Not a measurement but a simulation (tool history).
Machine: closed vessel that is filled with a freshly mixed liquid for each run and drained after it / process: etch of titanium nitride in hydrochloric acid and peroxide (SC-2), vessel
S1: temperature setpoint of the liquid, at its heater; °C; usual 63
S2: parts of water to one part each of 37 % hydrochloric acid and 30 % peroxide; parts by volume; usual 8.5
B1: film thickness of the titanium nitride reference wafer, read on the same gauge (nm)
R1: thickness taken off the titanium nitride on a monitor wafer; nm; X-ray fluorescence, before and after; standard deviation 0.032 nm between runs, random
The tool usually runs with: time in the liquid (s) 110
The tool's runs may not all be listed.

run 1 hour=0 | S1=63 S2=8.5 time_in_the_liquid_(s)=110 | B1=99.99 | R1=5.61
run 2 hour=88.5 | S1=63 S2=8.5 time_in_the_liquid_(s)=110 | B1=100.01 | R1=5.6
run 3 hour=138.1 | S1=63 S2=8.5 time_in_the_liquid_(s)=110 | B1=99.98 | R1=5.58
-- hour=165.6 new drum of peroxide connected
run 4 hour=203 | S1=63 S2=8.5 time_in_the_liquid_(s)=110 | B1=100 | R1=5.55
run 5 hour=247.5 | S1=56 S2=8.5 time_in_the_liquid_(s)=110 | B1=100 | R1=3.6
run 6 hour=315.2 | S1=56 S2=8.5 time_in_the_liquid_(s)=110 | B1=100.01 | R1=3.54
run 7 hour=422.2 | S1=56 S2=8.5 time_in_the_liquid_(s)=110 | B1=100 | R1=3.52
-- hour=474.6 chemicals flow meter replaced
run 8 hour=515.2 | S1=63 S2=8.5 time_in_the_liquid_(s)=110 | B1=100.01 | R1=5.66
run 9 hour=601.2 | S1=63 S2=8.5 time_in_the_liquid_(s)=110 | B1=100 | R1=5.62
run 10 hour=649.3 | S1=63 S2=8.5 time_in_the_liquid_(s)=110 | B1=100.01 | R1=5.66
run 11 hour=688 | S1=67 S2=8.5 time_in_the_liquid_(s)=110 | B1=100 | R1=7.28
run 12 hour=776.2 | S1=67 S2=8.5 time_in_the_liquid_(s)=110 | B1=99.98 | R1=7.17
run 13 hour=816.3 | S1=53.5 S2=11 time_in_the_liquid_(s)=155 | B1=100.03 | R1=3.54
-- hour=818.8 gauge calibrated
run 14 hour=859.4 | S1=63 S2=10 time_in_the_liquid_(s)=110 | B1=99.99 | R1=4.93
run 15 hour=938.2 | S1=67 S2=5.5 time_in_the_liquid_(s)=160 | B1=100.02 | R1=14.59
-- hour=963.4 new drum of peroxide connected
-- hour=971.9 thermometer replaced
run 16 hour=1025.4 | S1=63 S2=8.5 time_in_the_liquid_(s)=110 | B1=100.02 | R1=5.59

Run 17 comes next. What will it give?
run 17 hour=1108.9 | S1=56 S2=8.5 time_in_the_liquid_(s)=140 | B1=? | R1=?

{"run 17": {"B1": 100, "R1": 4.57}}
Had the tool carried no hidden state, the very same run would have given R1 4.68 nm.
